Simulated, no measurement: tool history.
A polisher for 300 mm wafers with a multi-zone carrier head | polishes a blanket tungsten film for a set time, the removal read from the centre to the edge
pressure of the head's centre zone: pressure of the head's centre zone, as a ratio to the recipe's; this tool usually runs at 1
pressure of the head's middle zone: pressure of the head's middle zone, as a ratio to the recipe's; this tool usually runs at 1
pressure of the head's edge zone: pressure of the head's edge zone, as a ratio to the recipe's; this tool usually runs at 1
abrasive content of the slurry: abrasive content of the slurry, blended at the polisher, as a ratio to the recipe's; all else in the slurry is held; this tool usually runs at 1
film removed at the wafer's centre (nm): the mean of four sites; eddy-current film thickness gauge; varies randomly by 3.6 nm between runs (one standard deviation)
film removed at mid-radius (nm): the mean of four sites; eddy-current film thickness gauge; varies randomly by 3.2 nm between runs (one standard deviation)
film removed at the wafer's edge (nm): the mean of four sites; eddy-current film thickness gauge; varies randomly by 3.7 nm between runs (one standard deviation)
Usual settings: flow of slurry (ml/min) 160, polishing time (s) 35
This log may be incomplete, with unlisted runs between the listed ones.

run   hour  flow of slurry (ml/min)  pressure of the head's centre zone  pressure of the head's middle zone  pressure of the head's edge zone  abrasive content of the slurry  polishing time (s)  incoming thickness of the incoming film, nm  film removed at the wafer's centre (nm)  film removed at mid-radius (nm)  film removed at the wafer's edge (nm)
  1      0                      160                                   1                                0.89                                 1                               1                  29                                        787.2                                    207.5                            189.8                                  208.2
      10.2  -- slurry nozzle cleaned
  2   15.4                      160                                   1                                   1                              0.96                               1                  35                                        771.3                                    296.2                            286.7                                  275.5
  3   35.7                      160                                   1                                   1                              1.11                            1.15                  35                                        783.2                                    298.6                            289.2                                  300.9
  4   50.7                      160                                   1                                   1                                 1                               1                  35                                        772.2                                    287.8                            277.1                                  280.2
      67.3  -- worn pad replaced by a new one
  5   67.8                      160                                   1                                   1                              0.96                               1                  46                                        777.2                                    379.2                            376.1                                  360.9
  6   80.9                      160                                   1                                   1                                 1                               1                  35                                        774.1                                    291.2                            281.8                                  279.4
  7   95.7                      135                                   1                                   1                              1.07                               1                  39                                        772.9                                    305.1                            299.8                                  308.9
  8  104.1                      160                                1.06                                   1                                 1                               1                  35                                        787.2                                    304.7                            277.9                                  274.2
     109.9  -- centre zone pressure recalibrated
  9  111.5                      195                                1.05                                   1                              0.92                               1                  29                                          766                                    261.8                            241.3                                  220.6
 10  128.5                      160                                   1                                   1                               0.9                               1                  35                                        767.9                                    281.2                            273.5                                  256.1
 11  143.9                      160                                   1                                   1                              0.89                             1.1                  35                                        772.7                                    285.8                            275.5                                  268.7
 12  176.5                      115                                   1                                   1                              1.12                               1                  40                                        769.4                                    277.5                            279.5                                    294
 13  186.9                      160                                   1                                   1                                 1                               1                  35                                        779.2                                    270.2                            267.1                                  273.6
     194.1  -- worn pad replaced by a new one
 14    203                      160                                0.96                                   1                                 1                               1                  32                                        776.7                                      233                            241.2                                  242.8
       220  -- slurry nozzle cleaned
 15  220.5                      160                                   1                                0.96                                 1                               1                  35                                        780.3                                      295                            274.1                                  279.7
     252.6  -- edge zone pressure recalibrated
 16  262.9                      190                                   1                                 0.9                              0.94                               1                  35                                        767.5                                      295                            273.8                                  281.7
 17  288.8                      160                                   1                                   1                                 1                             0.9                  46                                        773.1                                    371.8                            374.9                                    347
 18    295                      160                                   1                                   1                              1.07                               1                  35                                          771                                    295.9                            281.8                                  281.3
 19  311.1                      160                                   1                                   1                              1.04                            1.25                  45                                        773.1                                    390.4                            371.4                                  368.7
     315.6  -- worn pad replaced by a new one
 20  318.4                      185                                   1                                0.94                                 1                               1                  28                                          772                                    238.3                            221.1                                  226.8
 21    336                      200                                 0.9                                   1                                 1                            1.15                  35                                        759.9                                    278.1                            304.2                                  287.8
 22  342.8                      185                                   1                                0.94                                 1                               1                  28                                        758.1                                    233.9                            217.3                                  226.1
 23  351.4                      160                                   1                                0.91                                 1                               1                  35                                        773.3                                    284.5                            259.5                                  274.5

Give the tool's hidden conditions for every run:
removal rate lost through wear of the pad, %: 0 on each run
deviation of the centre zone's pressure from its setpoint, %: 0 on each run
deviation of the edge zone's pressure from its setpoint, %: 0 on each run
H1: slurry flow missing at the pad, %
run    H1
  1  39.5
  2  5.19
  3  5.61
  4  6.29
  5  7.43
  6  8.58
  7  10.2
  8  11.2
  9  12.2
 10  14.7
 11  17.4
 12    24
 13  26.4
 14  30.5
 15  4.33
 16  5.58
 17  7.55
 18  8.16
 19  9.98
 20  10.9
 21  13.5
 22  14.6
 23  16.1
